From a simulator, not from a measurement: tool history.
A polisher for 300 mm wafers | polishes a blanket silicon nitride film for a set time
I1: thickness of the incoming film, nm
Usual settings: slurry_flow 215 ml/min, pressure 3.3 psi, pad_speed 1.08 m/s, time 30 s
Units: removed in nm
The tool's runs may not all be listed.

Run 1, day 0.000: usual settings; I1 613.2. Result: removed 56.2 nm.
Run 2, day 2.212: usual settings; I1 620.3. Result: removed 55.8 nm.
Run 3, day 6.533: usual settings; I1 625.9. Result: removed 54.6 nm.
Run 4, day 10.221: usual settings; I1 619.5. Result: removed 54.5 nm.
Run 5, day 12.050: usual settings; I1 620.5. Result: removed 54.3 nm.
At day 13.925: worn pad replaced by a new one.
Run 6, day 14.662: usual settings; I1 630.9. Result: removed 59.8 nm.
Run 7, day 18.525: usual settings; I1 630.5. Result: removed 56.3 nm.
Run 8, day 20.075: usual settings but slurry_flow 235 ml/min; I1 612.2. Result: removed 56.5 nm.
Run 9, day 21.796: usual settings but slurry_flow 235 ml/min; I1 623.5. Result: removed 56.5 nm.
At day 22.729: slurry nozzle cleaned.
Run 10, day 25.225: usual settings but slurry_flow 235 ml/min, time 27 s; I1 623.8. Result: removed 50.7 nm.
At day 27.804: head pressure recalibrated.
Run 11, day 27.825: usual settings but slurry_flow 235 ml/min, time 27 s; I1 613.8. Result: removed 48.9 nm.
Run 12, day 30.467: usual settings; I1 606.2. Result: removed 53.0 nm.
Run 13, day 32.725: usual settings; I1 613.3. Result: removed 52.2 nm.
At day 34.517: worn pad replaced by a new one.
Run 14, day 34.538: usual settings; I1 631.6. Result: removed 60.7 nm.
Run 15, day 37.125: usual settings; I1 612.5. Result: removed 59.0 nm.
Run 16, day 38.629: usual settings; I1 610.6. Result: removed 57.6 nm.
Run 17, day 41.442: usual settings but pad_speed 1.38 m/s, time 25 s; I1 618.6. Result: removed 56.5 nm.
At day 44.254: slurry nozzle cleaned.
Run 18, day 45.254: usual settings; I1 620.0. Result: removed 54.1 nm.
Run 19, day 47.262: usual settings; I1 629.3. Result: removed 54.6 nm.
Run 20, day 50.554: usual settings but slurry_flow 170 ml/min, pad_speed 1.42 m/s, time 25 s; I1 613.2. Result: removed 54.9 nm.
Run 21, day 52.604: usual settings but pad_speed 0.78 m/s; I1 623.2. Result: removed 42.1 nm.
At day 53.642: worn pad replaced by a new one.
Run 22, day 54.338: usual settings; I1 617.7. Result: removed 58.1 nm.
Run 23, day 55.921: usual settings but slurry_flow 170 ml/min, pad_speed 1.42 m/s, time 25 s; I1 620.1. Result: removed 58.4 nm.
Run 24, day 58.229: usual settings but pad_speed 1.24 m/s; I1 620.2. Result: removed 62.0 nm.
Run 25, day 60.567: usual settings but slurry_flow 235 ml/min; I1 627.0. Result: removed 55.7 nm.
Run 26, day 63.112: usual settings but pad_speed 1.18 m/s, time 27 s; I1 616.7. Result: removed 51.4 nm.
Run 27, day 66.562: usual settings but time 22 s; I1 617.9. Result: removed 39.7 nm.
At day 67.925: slurry nozzle cleaned.
Run 28, day 71.392: usual settings; I1 610.2. Result: removed 52.1 nm.
At day 74.650: worn pad replaced by a new one.
Run 29, day 75.304: usual settings; I1 628.5. Result: removed 59.0 nm.
Run 30, day 77.312: usual settings but pressure 3.7 psi, time 23 s; I1 621.8. Result: removed 49.4 nm.
At day 78.858: head pressure recalibrated.
Run 31, day 81.808: usual settings but slurry_flow 190 ml/min, time 20 s; I1 622.3. Result: removed 36.1 nm.
Run 32, day 85.404: usual settings but slurry_flow 255 ml/min, pad_speed 0.80 m/s, time 36 s; I1 622.6. Result: removed 52.4 nm.
Run 33, day 87.633: usual settings but slurry_flow 185 ml/min, time 39 s; I1 620.9. Result: removed 71.2 nm.
Run 34, day 90.138: usual settings but slurry_flow 170 ml/min, pressure 3.8 psi, pad_speed 0.78 m/s, time 26 s; I1 627.9. Result: removed 39.7 nm.
At day 92.200: slurry nozzle cleaned.
Run 35, day 93.783: usual settings but pressure 4.2 psi, time 26 s; I1 609.1. Result: removed 60.5 nm.
Run 36, day 96.525: usual settings; I1 611.8. Result: removed 54.3 nm.

The same runs without the tool's hidden state, with the same run-to-run variation:
The hidden state here: removal rate lost through wear of the pad, %; slurry flow missing at the pad, %; deviation of the head's pressure from its setpoint, %.
run  removed
  1     61.5
  2     61.8
  3     61.4
  4     61.8
  5     61.8
  6     60.9
  7     60.3
  8     61.4
  9     62.1
 10     56.8
 11     55.2
 12     60.2
 13     59.6
 14     60.9
 15     61.5
 16     61.1
 17     61.4
 18     60.1
 19     61.1
 20     62.1
 21     47.8
 22     59.8
 23     61.6
 24     67.2
 25     61.6
 26     57.8
 27     45.3
 28     60.1
 29     60.2
 30     51.9
 31     39.6
 32     58.7
 33     80.4
 34     45.1
 35     69.3
 36     62.4
